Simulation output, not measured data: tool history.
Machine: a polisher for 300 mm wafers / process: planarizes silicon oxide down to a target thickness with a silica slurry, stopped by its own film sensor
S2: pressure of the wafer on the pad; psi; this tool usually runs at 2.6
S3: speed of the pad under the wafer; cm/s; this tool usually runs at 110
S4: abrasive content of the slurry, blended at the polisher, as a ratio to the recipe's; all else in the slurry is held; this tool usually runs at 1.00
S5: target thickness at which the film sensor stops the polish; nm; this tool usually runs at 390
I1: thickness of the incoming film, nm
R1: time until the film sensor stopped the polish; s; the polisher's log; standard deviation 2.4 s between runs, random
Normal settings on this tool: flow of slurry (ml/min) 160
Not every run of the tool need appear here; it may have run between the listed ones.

Run 1, day 0.000: usual settings but S4 0.80; I1 696.0. Result: R1 222.9 s.
At day 0.667: head pressure recalibrated.
At day 0.792: conditioning disc replaced and pad reconditioned.
At day 2.300: slurry nozzle cleaned.
Run 2, day 3.142: usual settings but flow of slurry (ml/min) 200; I1 695.3. Result: R1 162.3 s.
At day 5.425: slurry blender recalibrated.
Run 3, day 7.504: usual settings but flow of slurry (ml/min) 200; I1 699.9. Result: R1 163.6 s.
Run 4, day 11.888: usual settings but flow of slurry (ml/min) 125; I1 690.3. Result: R1 180.9 s.
Run 5, day 13.621: usual settings; I1 684.4. Result: R1 177.1 s.
At day 14.325: worn pad replaced by a new one.
At day 20.771: conditioning disc replaced and pad reconditioned.
At day 21.046: head pressure recalibrated.
Run 6, day 21.529: usual settings; I1 681.1. Result: R1 173.0 s.
Run 7, day 23.329: usual settings but S2 2.4 psi, S3 118 cm/s; I1 689.1. Result: R1 173.8 s.
At day 24.967: slurry blender recalibrated.
Run 8, day 25.588: usual settings; I1 689.6. Result: R1 181.8 s.
Run 9, day 27.338: usual settings; I1 675.1. Result: R1 178.7 s.
Run 10, day 29.196: usual settings; I1 684.0. Result: R1 184.1 s.
At day 29.875: slurry nozzle cleaned.
At day 30.746: worn pad replaced by a new one.
Run 11, day 32.783: usual settings; I1 689.9. Result: R1 178.3 s.
Run 12, day 34.721: usual settings but S3 138 cm/s; I1 697.7. Result: R1 152.6 s.
Run 13, day 36.296: usual settings; I1 686.3. Result: R1 178.7 s.
At day 39.217: conditioning disc replaced and pad reconditioned.
At day 41.008: head pressure recalibrated.
At day 45.262: slurry blender recalibrated.
Run 14, day 46.942: usual settings but S2 2.2 psi, S5 427 nm; I1 680.3. Result: R1 169.7 s.
At day 50.296: worn pad replaced by a new one.
Run 15, day 50.575: usual settings but S2 3.4 psi, S3 120 cm/s, S5 292 nm; I1 685.7. Result: R1 190.4 s.
Run 16, day 54.554: usual settings but S5 357 nm; I1 686.4. Result: R1 206.4 s.
Run 17, day 57.121: usual settings but S4 1.10; I1 695.3. Result: R1 198.0 s.
At day 58.854: head pressure recalibrated.
At day 59.467: conditioning disc replaced and pad reconditioned.
Run 18, day 61.212: usual settings but S3 128 cm/s; I1 677.6. Result: R1 168.0 s.
At day 61.412: slurry nozzle cleaned.
At day 62.008: slurry blender recalibrated.
Run 19, day 63.879: usual settings but S2 1.9 psi, S3 80 cm/s; I1 691.3. Result: R1 264.9 s.
Run 20, day 70.417: usual settings but flow of slurry (ml/min) 140, S4 1.15, S5 326 nm; I1 688.9. Result: R1 207.0 s.
At day 71.904: worn pad replaced by a new one.
Run 21, day 72.492: usual settings but S2 1.8 psi, S4 0.80, S5 334 nm; I1 688.3. Result: R1 295.3 s.
Run 22, day 74.725: usual settings but S2 1.8 psi, S4 0.90; I1 685.5. Result: R1 240.2 s.
At day 76.233: head pressure recalibrated.
Run 23, day 77.279: usual settings; I1 697.2. Result: R1 183.8 s.
Run 24, day 80.583: usual settings but S4 1.30, S5 456 nm; I1 692.1. Result: R1 129.9 s.
At day 80.758: conditioning disc replaced and pad reconditioned.
At day 80.783: slurry blender recalibrated.
Run 25, day 83.367: usual settings but flow of slurry (ml/min) 145, S3 80 cm/s, S4 0.90, S5 421 nm; I1 687.0. Result: R1 229.9 s.

What if the next run were any one of these 3? Each begins from the tool's condition after run 25:
Run A, day 83.388: usual settings; I1 690.4. Result: R1 ?.
Run B, day 83.388: usual settings but S5 324 nm; I1 690.4. Result: R1 ?.
Run C, day 83.388: usual settings but S2 2.2 psi; I1 690.4. Result: R1 ?.

run     R1
  A  192.5
  B  234.8
  C  212.6
Take away the tool's hidden state, keep each run's random variation, and the runs would have read:
run     R1
  A  173.9
  B  212.1
  C  192.0
